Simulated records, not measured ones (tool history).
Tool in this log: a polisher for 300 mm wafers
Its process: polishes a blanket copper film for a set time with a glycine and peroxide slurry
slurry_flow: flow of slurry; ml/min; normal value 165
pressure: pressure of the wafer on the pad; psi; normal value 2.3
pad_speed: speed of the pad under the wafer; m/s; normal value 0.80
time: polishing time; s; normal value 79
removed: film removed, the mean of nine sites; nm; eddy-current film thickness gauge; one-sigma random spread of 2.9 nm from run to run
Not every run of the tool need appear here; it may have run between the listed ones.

run    hour  slurry_flow  pressure  pad_speed  time  wafers since the last listed run  wafers polished on this pad  hours since the slurry nozzle was cleaned  hours since the head pressure was calibrated  incoming thickness of the incoming film, nm  removed
  1     0.0          165       2.3       0.80    70                                 0                         3565                                      221.3                                         427.7                                       1750.0    287.3
  2    66.0          165       2.3       0.80    62                               604                         4170                                      287.3                                         493.7                                       1746.6    263.4
       86.9  -- worn pad replaced by a new one
  3   110.4          165       2.3       0.80    62                               369                          214                                      331.7                                         538.1                                       1765.3    262.4
      131.1  -- head pressure recalibrated
  4   140.4          205       2.3       0.80    79                               256                          471                                      361.7                                           9.3                                       1717.8    315.0
  5   191.0          205       2.3       0.80    79                               463                          934                                      412.3                                          59.9                                       1740.9    313.8
  6   222.7          165       2.3       0.80    79                               290                         1224                                      444.0                                          91.6                                       1727.1    316.4
  7   278.5          165       2.3       0.80    79                               510                         1735                                      499.8                                         147.4                                       1759.9    312.0
  8   312.0          165       2.3       0.80    79                               306                         2042                                      533.3                                         180.9                                       1755.9    316.2
  9   369.2          165       2.3       0.80    79                               523                         2565                                      590.5                                         238.1                                       1716.0    314.4
      507.2  -- worn pad replaced by a new one
 10   507.7          165       2.3       0.80    79                              1231                            4                                      729.0                                         376.6                                       1736.5    327.8
      511.4  -- slurry nozzle cleaned
 11   561.3          165       2.3       0.88    79                               481                          485                                       49.9                                         430.2                                       1753.5    345.5
 12   620.4          165       2.3       0.88    79                               541                         1026                                      109.0                                         489.3                                       1749.8    353.3
      668.6  -- head pressure recalibrated
 13   682.4          165       2.3       0.80    93                               549                         1576                                      171.0                                          13.8                                       1720.4    366.8
 14   747.9          165       2.6       0.80    62                               599                         2175                                      236.5                                          79.3                                       1720.4    276.9
 15   771.9          165       2.3       0.80    79                               219                         2395                                      260.5                                         103.3                                       1738.1    308.4
 16   829.0          165       1.5       0.80    67                               522                         2918                                      317.6                                         160.4                                       1763.4    196.4
 17   859.7          210       2.6       0.56    79                               281                         3199                                      348.3                                         191.1                                       1739.3    281.4
 18   929.0          165       2.3       0.80    62                               634                         3833                                      417.6                                         260.4                                       1744.6    252.0
      966.4  -- worn pad replaced by a new one
 19   987.9          165       2.3       0.80    79                               502                          196                                      476.5                                         319.3                                       1739.2    327.3
 20  1054.7          165       2.3       0.80    79                               611                          808                                      543.3                                         386.1                                       1775.6    321.6
 21  1125.3          225       2.3       0.80   104                               646                         1454                                      613.9                                         456.7                                       1767.2    450.0
 22  1164.1          210       2.7       0.60    79                               355                         1809                                      652.7                                         495.5                                       1724.2    320.7
     1195.8  -- head pressure recalibrated
 23  1227.5          165       2.3       0.80    79                               562                         2372                                      716.1                                          31.7                                       1756.2    308.9
 24  1297.4          165       2.3       0.68   104                               639                         3011                                      786.0                                         101.6                                       1777.0    366.7
 25  1333.5          165       2.3       0.80    79                               330                         3342                                      822.1                                         137.7                                       1756.5    310.4
     1344.4  -- slurry nozzle cleaned
 26  1393.7          145       2.3       0.90    93                               541                         3884                                       49.3                                         197.9                                       1754.1    396.1
 27  1463.5          165       2.3       0.58    79                               639                         4523                                      119.1                                         267.7                                       1743.0    258.5
     1479.5  -- worn pad replaced by a new one
 28  1511.6          165       2.9       1.04    79                               403                          293                                      167.2                                         315.8                                       1736.6    467.6
 29  1543.2          165       2.6       0.80    65                               289                          583                                      198.8                                         347.4                                       1746.6    293.2
 30  1568.8          165       2.3       0.80    79                               234                          817                                      224.4                                         373.0                                       1738.3    322.5
 31  1622.6          165       1.5       0.80    79                               492                         1310                                      278.2                                         426.8                                       1699.4    238.0
 32  1650.9          165       2.3       0.80    79                               259                         1569                                      306.5                                         455.1                                       1757.3    321.9
 33  1696.4          165       2.3       0.80    79                               416                         1985                                      352.0                                         500.6                                       1737.4    328.5
 34  1734.5          190       2.8       0.92   103                               348                         2334                                      390.1                                         538.7                                       1737.4    558.4
     1766.2  -- head pressure recalibrated
 35  1777.1          130       2.1       0.80    79                               371                         2706                                      432.7                                          10.9                                       1749.6    275.9
 36  1821.2          125       2.3       0.80    79                               403                         3109                                      476.8                                          55.0                                       1721.7    291.2

Forecast each of these 5 alternatives for the next run:
  A  1821.6          165       2.3       0.80    79                                 3                         3113                                      477.2                                          55.4                                       1753.3        ?
  B  1821.6          130       2.3       0.68    52                                 3                         3113                                      477.2                                          55.4                                       1753.3        ?
  C  1821.6          165       2.5       0.80    79                                 3                         3113                                      477.2                                          55.4                                       1753.3        ?
  D  1821.6          165       2.3       0.80    61                                 3                         3113                                      477.2                                          55.4                                       1753.3        ?
  E  1821.6          165       1.7       1.02    79                                 3                         3113                                      477.2                                          55.4                                       1753.3        ?

run  removed
  A    305.1
  B    176.8
  C    325.1
  D    235.6
  E    286.0
Without the tool's unlogged condition, the same runs would have read:
run  removed
  A    308.5
  B    178.7
  C    328.8
  D    238.2
  E    289.1

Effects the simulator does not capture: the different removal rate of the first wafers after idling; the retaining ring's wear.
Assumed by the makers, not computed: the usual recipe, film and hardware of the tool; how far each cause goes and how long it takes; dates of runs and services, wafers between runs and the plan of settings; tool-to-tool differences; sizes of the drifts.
